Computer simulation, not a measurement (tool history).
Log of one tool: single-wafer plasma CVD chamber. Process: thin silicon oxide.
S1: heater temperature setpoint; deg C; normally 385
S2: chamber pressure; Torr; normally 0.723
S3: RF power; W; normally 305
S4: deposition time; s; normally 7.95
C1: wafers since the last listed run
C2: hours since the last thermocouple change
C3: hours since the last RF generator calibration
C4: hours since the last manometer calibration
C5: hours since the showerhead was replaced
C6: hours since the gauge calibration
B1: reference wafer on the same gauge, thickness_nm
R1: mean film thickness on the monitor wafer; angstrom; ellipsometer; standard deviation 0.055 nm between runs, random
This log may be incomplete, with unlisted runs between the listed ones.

run 1 hour=0.0 | S1=395 S2=0.723 S3=305 S4=7.95 | C1=0 C2=2068.5 C3=1054.7 C4=951.6 C5=4650.4 C6=1627.6 | B1=14.486 | R1=131.90
-- hour=33.9 thermocouple changed; heater temperature recalibrated
run 2 hour=61.1 | S1=395 S2=0.723 S3=305 S4=7.95 | C1=1297 C2=27.2 C3=1115.8 C4=1012.7 C5=4711.5 C6=1688.7 | B1=14.458 | R1=131.83
-- hour=97.8 RF generator calibrated
run 3 hour=121.7 | S1=375 S2=0.821 S3=350 S4=7.95 | C1=1285 C2=87.8 C3=23.9 C4=1073.3 C5=4772.1 C6=1749.3 | B1=14.429 | R1=159.83
run 4 hour=212.0 | S1=385 S2=0.598 S3=305 S4=7.95 | C1=2206 C2=178.1 C3=114.2 C4=1163.6 C5=4862.4 C6=1839.6 | B1=14.337 | R1=108.55
run 5 hour=241.8 | S1=381 S2=0.627 S3=245 S4=6.85 | C1=728 C2=207.9 C3=144.0 C4=1193.4 C5=4892.2 C6=1869.4 | B1=14.327 | R1=87.62
run 6 hour=280.4 | S1=385 S2=0.572 S3=305 S4=7.95 | C1=943 C2=246.5 C3=182.6 C4=1232.0 C5=4930.8 C6=1908.0 | B1=14.318 | R1=103.24
-- hour=306.9 capacitance manometer re-zeroed and calibrated
run 7 hour=336.8 | S1=385 S2=0.723 S3=305 S4=7.95 | C1=1182 C2=302.9 C3=239.0 C4=29.9 C5=4987.2 C6=1964.4 | B1=14.267 | R1=129.64
-- hour=382.3 gauge calibrated
run 8 hour=395.0 | S1=385 S2=0.723 S3=305 S4=7.95 | C1=1422 C2=361.1 C3=297.2 C4=88.1 C5=5045.4 C6=12.7 | B1=14.867 | R1=136.57
run 9 hour=427.8 | S1=378 S2=0.635 S3=255 S4=6.89 | C1=801 C2=393.9 C3=330.0 C4=120.9 C5=5078.2 C6=45.5 | B1=14.878 | R1=94.51
run 10 hour=472.0 | S1=385 S2=0.723 S3=305 S4=7.95 | C1=1080 C2=438.1 C3=374.2 C4=165.1 C5=5122.4 C6=89.7 | B1=14.896 | R1=135.69
run 11 hour=531.3 | S1=385 S2=0.723 S3=305 S4=7.95 | C1=1449 C2=497.4 C3=433.5 C4=224.4 C5=5181.7 C6=149.0 | B1=14.867 | R1=137.13
run 12 hour=569.5 | S1=395 S2=0.822 S3=285 S4=7.15 | C1=933 C2=535.6 C3=471.7 C4=262.6 C5=5219.9 C6=187.2 | B1=14.878 | R1=132.21
-- hour=582.0 showerhead replaced
run 13 hour=632.4 | S1=385 S2=0.723 S3=305 S4=7.95 | C1=1341 C2=598.5 C3=534.6 C4=325.5 C5=50.4 C6=250.1 | B1=14.862 | R1=136.54
run 14 hour=693.5 | S1=385 S2=0.723 S3=265 S4=8.55 | C1=1493 C2=659.6 C3=595.7 C4=386.6 C5=111.5 C6=311.2 | B1=14.857 | R1=137.58
run 15 hour=748.7 | S1=378 S2=0.625 S3=270 S4=7.95 | C1=1348 C2=714.8 C3=650.9 C4=441.8 C5=166.7 C6=366.4 | B1=14.861 | R1=110.63
run 16 hour=790.2 | S1=385 S2=0.577 S3=305 S4=7.02 | C1=1014 C2=756.3 C3=692.4 C4=483.3 C5=208.2 C6=407.9 | B1=14.858 | R1=95.79
run 17 hour=816.9 | S1=385 S2=0.671 S3=255 S4=7.95 | C1=652 C2=783.0 C3=719.1 C4=510.0 C5=234.9 C6=434.6 | B1=14.843 | R1=115.39
run 18 hour=841.9 | S1=385 S2=0.605 S3=305 S4=7.95 | C1=610 C2=808.0 C3=744.1 C4=535.0 C5=259.9 C6=459.6 | B1=14.837 | R1=112.69

For run 19, what comes out?
run 19 hour=905.7 | S1=385 S2=0.723 S3=335 S4=7.95 | C1=1559 C2=871.8 C3=807.9 C4=598.8 C5=323.7 C6=523.4 | B1=? | R1=?

Run 19 yielded B1 14.820, R1 142.36 angstrom.
Minus the tool's unlogged condition, the same run would have read R1 144.01 angstrom.

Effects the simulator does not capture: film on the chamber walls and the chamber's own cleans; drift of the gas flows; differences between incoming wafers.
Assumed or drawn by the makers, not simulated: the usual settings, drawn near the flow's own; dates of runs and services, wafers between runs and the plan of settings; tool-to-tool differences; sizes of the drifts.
